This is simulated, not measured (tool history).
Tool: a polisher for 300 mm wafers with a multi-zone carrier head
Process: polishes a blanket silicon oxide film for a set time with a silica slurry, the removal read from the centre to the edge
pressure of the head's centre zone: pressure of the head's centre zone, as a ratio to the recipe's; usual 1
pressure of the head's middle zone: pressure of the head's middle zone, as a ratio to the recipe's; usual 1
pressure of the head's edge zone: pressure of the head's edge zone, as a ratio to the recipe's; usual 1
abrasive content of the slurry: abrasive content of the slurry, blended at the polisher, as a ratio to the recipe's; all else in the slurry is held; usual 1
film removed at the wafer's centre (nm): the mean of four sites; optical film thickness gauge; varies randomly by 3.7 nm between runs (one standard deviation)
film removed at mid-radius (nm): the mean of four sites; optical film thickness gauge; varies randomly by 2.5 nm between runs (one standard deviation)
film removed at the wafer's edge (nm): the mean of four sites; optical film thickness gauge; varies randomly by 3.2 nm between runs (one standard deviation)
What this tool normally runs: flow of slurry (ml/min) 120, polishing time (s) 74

| run | hour | flow of slurry (ml/min) | pressure of the head's centre zone | pressure of the head's middle zone | pressure of the head's edge zone | abrasive content of the slurry | polishing time (s) | wafers since the last listed run | wafers polished on this pad | hours since the slurry nozzle was cleaned | hours since the centre zone pressure was calibrated | hours since the edge zone pressure was calibrated | hours since the carrier head's membrane was replaced | incoming thickness of the incoming film, nm | film removed at the wafer's centre (nm) | film removed at mid-radius (nm) | film removed at the wafer's edge (nm) |
|---|---|---|---|---|---|---|---|---|---|---|---|---|---|---|---|---|---|
| 1 | 0 | 120 | 0.94 | 1 | 1 | 1 | 74 | 0 | 1509 | 134.1 | 46.9 | 28 | 1130.2 | 734.3 | 236 | 261.6 | 265.8 |
| 2 | 54.7 | 120 | 0.94 | 1 | 1 | 1 | 74 | 533 | 2043 | 188.8 | 101.6 | 82.7 | 1184.9 | 729 | 234.3 | 263.7 | 266.9 |
|  | 100 | worn pad replaced by a new one |
| 3 | 119.2 | 120 | 0.94 | 1 | 1 | 1 | 74 | 589 | 187 | 253.3 | 166.1 | 147.2 | 1249.4 | 725 | 230.8 | 261.2 | 263.8 |
|  | 156.8 | slurry nozzle cleaned |
| 4 | 204.4 | 120 | 1 | 1 | 1 | 1 | 83 | 820 | 1008 | 47.6 | 251.3 | 232.4 | 1334.6 | 730.2 | 271.7 | 290.7 | 298.2 |
|  | 259.4 | centre zone pressure recalibrated |
| 5 | 298.6 | 120 | 1 | 1 | 0.95 | 0.75 | 74 | 898 | 1907 | 141.8 | 39.2 | 326.6 | 1428.8 | 741.6 | 264.7 | 231.8 | 233.1 |
| 6 | 369.7 | 120 | 1 | 1 | 0.95 | 0.75 | 74 | 693 | 2600 | 212.9 | 110.3 | 397.7 | 1499.9 | 737.5 | 265.2 | 238.4 | 235.1 |
|  | 373.9 | worn pad replaced by a new one |
|  | 401.4 | carrier head's membrane replaced by a new one |
|  | 452.2 | slurry nozzle cleaned |
|  | 452.2 | edge zone pressure recalibrated |
| 7 | 452.9 | 120 | 1 | 1 | 1 | 0.9 | 58 | 703 | 701 | 0.7 | 193.5 | 0.7 | 51.5 | 742.1 | 212.8 | 197.9 | 204.8 |
|  | 468.8 | centre zone pressure recalibrated, repeated, since the last time left the tool worse |
| 8 | 558.2 | 120 | 1 | 1 | 1 | 0.9 | 58 | 1007 | 1709 | 106 | 89.4 | 106 | 156.8 | 730 | 185.1 | 198.7 | 198.9 |
| 9 | 596.4 | 120 | 1 | 1 | 1 | 0.9 | 58 | 372 | 2081 | 144.2 | 127.6 | 144.2 | 195 | 719.1 | 180.7 | 201.1 | 199.8 |
|  | 655.6 | worn pad replaced by a new one |
| 10 | 704.1 | 120 | 1.03 | 1 | 0.88 | 0.85 | 74 | 1011 | 472 | 251.9 | 235.3 | 251.9 | 302.7 | 719.9 | 228.9 | 250.3 | 238.7 |
|  | 760.1 | slurry nozzle cleaned |
| 11 | 776.1 | 120 | 1.11 | 1 | 1.07 | 1 | 74 | 692 | 1164 | 16 | 307.3 | 323.9 | 374.7 | 719.7 | 258.8 | 257.8 | 272.3 |
|  | 806.4 | centre zone pressure recalibrated |
| 12 | 875.8 | 120 | 1 | 0.94 | 1 | 1 | 74 | 952 | 2117 | 115.7 | 69.4 | 423.6 | 474.4 | 736.6 | 249.7 | 252.2 | 262.8 |
|  | 899.9 | worn pad replaced by a new one |
|  | 938.9 | edge zone pressure recalibrated |
| 13 | 981 | 120 | 0.94 | 1 | 1 | 1 | 74 | 967 | 771 | 220.9 | 174.6 | 42.1 | 579.6 | 737.3 | 225.5 | 260.2 | 266.6 |
|  | 1030 | slurry nozzle cleaned |
|  | 1078 | centre zone pressure recalibrated |
| 14 | 1087.1 | 120 | 1 | 1 | 1 | 0.9 | 58 | 1005 | 1776 | 57.1 | 9.1 | 148.2 | 685.7 | 727 | 195.4 | 198.1 | 197.2 |
| 15 | 1136.3 | 120 | 1.11 | 1 | 1.07 | 1 | 74 | 479 | 2256 | 106.3 | 58.3 | 197.4 | 734.9 | 736.1 | 273.5 | 256 | 276.2 |
|  | 1150.9 | worn pad replaced by a new one |
| 16 | 1179.4 | 100 | 1 | 1.1 | 1 | 1 | 74 | 381 | 277 | 149.4 | 101.4 | 240.5 | 778 | 723.9 | 234.5 | 266.1 | 257.7 |
| 17 | 1229.3 | 140 | 0.9 | 1 | 1.05 | 1 | 74 | 486 | 764 | 199.3 | 151.3 | 290.4 | 827.9 | 723.9 | 230.8 | 269.4 | 276.7 |
| 18 | 1278.5 | 120 | 1 | 1 | 1 | 1 | 74 | 479 | 1243 | 248.5 | 200.5 | 339.6 | 877.1 | 732.4 | 241.1 | 260.8 | 263.9 |

3 options for the next run, each taken on its own from the tool as it stands now. Forecast them:
| A | 1278.9 | 120 | 1 | 1 | 1 | 1 | 74 | 3 | 1247 | 248.9 | 200.9 | 340 | 877.5 | 731.3 | ? | ? | ? |
| B | 1278.9 | 120 | 1 | 1 | 1.04 | 0.75 | 74 | 3 | 1247 | 248.9 | 200.9 | 340 | 877.5 | 731.3 | ? | ? | ? |
| C | 1278.9 | 155 | 1 | 1 | 1 | 0.85 | 82 | 3 | 1247 | 248.9 | 200.9 | 340 | 877.5 | 731.3 | ? | ? | ? |

| run | film removed at the wafer's centre (nm) | film removed at mid-radius (nm) | film removed at the wafer's edge (nm) |
|---|---|---|---|
| A | 235.4 | 262.6 | 264.2 |
| B | 214 | 238.8 | 244.9 |
| C | 263.9 | 292.2 | 289.2 |
The same runs, with their run-to-run variation unchanged, on a tool lacking any hidden condition would have given:
| run | film removed at the wafer's centre (nm) | film removed at mid-radius (nm) | film removed at the wafer's edge (nm) |
|---|---|---|---|
| A | 254.8 | 262.5 | 264.2 |
| B | 231.7 | 238.7 | 244.9 |
| C | 285.7 | 292.1 | 289.2 |
